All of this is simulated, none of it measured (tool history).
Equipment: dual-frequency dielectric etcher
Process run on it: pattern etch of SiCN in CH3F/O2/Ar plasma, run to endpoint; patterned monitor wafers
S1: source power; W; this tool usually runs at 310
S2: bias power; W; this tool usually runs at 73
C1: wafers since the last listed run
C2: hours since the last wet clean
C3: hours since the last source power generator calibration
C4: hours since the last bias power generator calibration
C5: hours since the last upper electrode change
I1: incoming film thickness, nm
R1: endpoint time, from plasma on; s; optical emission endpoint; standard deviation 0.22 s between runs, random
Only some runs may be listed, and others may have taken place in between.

run,day,S1,S2,C1,C2,C3,C4,C5,I1,R1
1,0.000,330,73,0,53.8,752.6,1394.4,2186.3,9.35,26.7
2,2.425,330,73,903,112.0,810.8,1452.6,2244.5,9.32,26.6
3,5.042,260,73,974,174.8,873.6,1515.4,2307.3,9.23,27.8
4,7.662,260,73,976,237.7,936.5,1578.3,2370.2,9.28,27.7
5,10.246,260,73,962,299.7,998.5,1640.3,2432.2,9.36,27.6
# day 11.967: bias power generator calibrated
6,12.175,270,73,656,346.0,1044.8,5.0,2478.5,9.30,26.9
7,13.942,270,73,658,388.4,1087.2,47.4,2520.9,9.23,26.5
# day 15.012: wet clean of the chamber
8,15.558,270,73,229,13.1,1126.0,86.2,2559.7,9.28,27.8
9,16.746,310,73,442,41.6,1154.5,114.7,2588.2,9.37,27.1
10,18.033,310,73,479,72.5,1185.4,145.6,2619.1,9.27,26.7
11,20.904,310,73,1069,141.4,1254.3,214.5,2688.0,9.34,26.4
12,23.625,310,73,1013,206.7,1319.6,279.8,2753.3,9.25,26.5
13,25.167,310,73,574,243.7,1356.6,316.8,2790.3,9.19,26.2
14,26.729,310,73,582,281.2,1394.1,354.3,2827.8,9.30,26.0
15,29.067,360,78,870,337.3,1450.2,410.4,2883.9,9.22,24.2
# day 30.775: wet clean of the chamber
16,31.517,310,73,540,17.8,1509.0,469.2,2942.7,9.35,26.8
17,34.392,310,68,1071,86.8,1578.0,538.2,3011.7,9.29,27.0
18,41.621,310,73,2693,260.3,1751.5,711.7,3185.2,9.33,25.8
19,43.225,310,73,597,298.8,1790.0,750.2,3223.7,9.34,26.2
# day 45.021: upper electrode replaced
20,45.042,340,73,304,342.4,1833.6,793.8,0.5,9.32,25.3
# day 46.200: source power generator calibrated
21,46.221,350,73,377,370.7,0.5,822.1,28.8,9.24,24.3
# day 47.746: wet clean of the chamber
22,48.358,280,67,423,14.7,51.8,873.4,80.1,9.39,28.4
23,49.442,280,73,403,40.7,77.8,899.4,106.1,9.35,27.4
24,51.900,310,64,915,99.7,136.8,958.4,165.1,9.26,27.4
25,53.946,360,57,762,148.8,185.9,1007.5,214.2,9.34,27.2
26,55.717,240,65,659,191.3,228.4,1050.0,256.7,9.23,28.7
27,57.871,240,73,802,243.0,280.1,1101.7,308.4,9.31,27.8
28,59.512,310,73,611,282.4,319.5,1141.1,347.8,9.28,25.8
29,61.800,390,73,852,337.3,374.4,1196.0,402.7,9.27,24.1
# day 64.254: wet clean of the chamber
30,64.275,310,81,549,0.5,433.8,1255.4,462.1,9.30,26.3
# day 65.442: bias power generator calibrated
31,65.812,370,85,510,37.4,470.7,8.9,499.0,9.27,24.5
32,67.567,280,84,653,79.5,512.8,51.0,541.1,9.29,26.2
33,69.896,350,85,867,135.4,568.7,106.9,597.0,9.30,24.7
34,71.512,310,73,602,174.2,607.5,145.7,635.8,9.31,26.5

Predict each of these 5 candidate next runs independently; none follows another, all start after run 34:
A,71.529,230,73,6,174.6,607.9,146.1,636.2,9.28,?
B,71.529,340,83,6,174.6,607.9,146.1,636.2,9.28,?
C,71.529,310,63,6,174.6,607.9,146.1,636.2,9.28,?
D,71.529,250,64,6,174.6,607.9,146.1,636.2,9.28,?
E,71.529,250,82,6,174.6,607.9,146.1,636.2,9.28,?

run,R1
A,28.5
B,24.9
C,27.5
D,29.0
E,27.0
Stripped of hidden state, with their random variation kept, the same runs would have yielded:
run,R1
A,29.2
B,25.5
C,28.2
D,29.6
E,27.6
